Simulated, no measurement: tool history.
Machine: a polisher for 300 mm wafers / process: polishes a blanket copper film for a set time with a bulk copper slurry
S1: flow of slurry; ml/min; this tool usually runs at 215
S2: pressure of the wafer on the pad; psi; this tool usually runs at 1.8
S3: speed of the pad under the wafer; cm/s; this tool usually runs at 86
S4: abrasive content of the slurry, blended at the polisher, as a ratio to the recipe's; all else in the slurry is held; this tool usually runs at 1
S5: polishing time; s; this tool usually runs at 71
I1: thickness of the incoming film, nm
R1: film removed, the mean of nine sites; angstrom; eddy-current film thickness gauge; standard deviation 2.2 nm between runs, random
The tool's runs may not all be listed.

run    hour   S1   S2   S3    S4  S5      I1    R1
  1       0  215  1.8   86     1  71    4478  2979
  2    86.4  215  1.8   86     1  71  4451.6  2933
  3     136  215  1.8   86     1  71  4453.7  2905
  4   212.9  215  1.8   86     1  71  4531.1  2892
      227.6  -- slurry blender recalibrated
  5   283.2  215  1.8   86     1  71  4493.7  2844
  6   362.3  215  1.8   86     1  71  4489.8  2846
      420.9  -- head pressure recalibrated
      449.3  -- slurry nozzle cleaned
      526.4  -- worn pad replaced by a new one
  7   596.2  215  1.8   86     1  71  4496.6  2926
  8   698.6  215  1.8   86     1  71  4455.5  2889
      713.6  -- slurry blender recalibrated
  9   924.9  215  1.8   86     1  71    4512  2799
      941.6  -- slurry nozzle cleaned
 10  1027.9  215  1.8   86     1  71  4463.8  2951
 11  1115.8  215  1.8   86     1  71    4494  2939
     1155.5  -- worn pad replaced by a new one
 12  1161.9  215  1.8   86     1  71  4517.5  2905
 13  1246.6  275  1.8   86     1  71  4588.4  2979
     1292.2  -- slurry blender recalibrated
       1296  -- head pressure recalibrated
 14  1299.3  215  1.8   86     1  71  4493.8  2872
     1558.4  -- slurry nozzle cleaned
 15  1598.6  235  2.2   86  0.85  62  4512.9  3072
 16    1683  215  1.8   62     1  71  4486.4  2248
     1732.7  -- worn pad replaced by a new one
 17  1743.8  215  1.8   86     1  71  4409.5  2925
 18  1839.2  215  1.6  108     1  83  4583.7  3640
       1859  -- slurry blender recalibrated
 19  1936.2  275  1.8   86     1  71  4421.5  2989
 20  2033.1  215  1.8   96     1  79  4486.7  3438
     2099.6  -- head pressure recalibrated
 21  2128.2  215    2   86     1  82  4473.1  3544
     2171.5  -- slurry nozzle cleaned
 22  2191.6  215  1.8   86     1  71  4491.8  2983
 23  2284.9  215  1.8   86     1  71  4458.7  2932
     2304.6  -- worn pad replaced by a new one
 24  2374.5  215  1.4   86     1  71  4535.3  2279
 25  2440.5  215  1.8   86     1  71  4522.8  2912
     2473.1  -- slurry blender recalibrated
 26  2490.3  160  1.8   86   0.8  71  4549.2  2613
 27  2545.4  215    2   66     1  71  4552.2  2566
 28  2589.6  215  1.8   86     1  71    4529  2862
 29  2671.9  215  1.8   94  0.85  71    4495  2922

Here are 5 independent what-if runs from the current tool condition. What would each one return?
  A  2672.3  215  1.8   86     1  71  4460   ?
  B  2672.3  170  1.8   86  1.25  57  4460   ?
  C  2672.3  215  1.8  112     1  71  4460   ?
  D  2672.3  145  1.6   86  1.15  55  4460   ?
  E  2672.3  215  2.3   86     1  57  4460   ?

run    R1
  A  2811
  B  2251
  C  3532
  D  1823
  E  2884
Had the tool no hidden state, the same runs would have come out as:
run    R1
  A  2976
  B  2418
  C  3738
  D  1981
  E  3053

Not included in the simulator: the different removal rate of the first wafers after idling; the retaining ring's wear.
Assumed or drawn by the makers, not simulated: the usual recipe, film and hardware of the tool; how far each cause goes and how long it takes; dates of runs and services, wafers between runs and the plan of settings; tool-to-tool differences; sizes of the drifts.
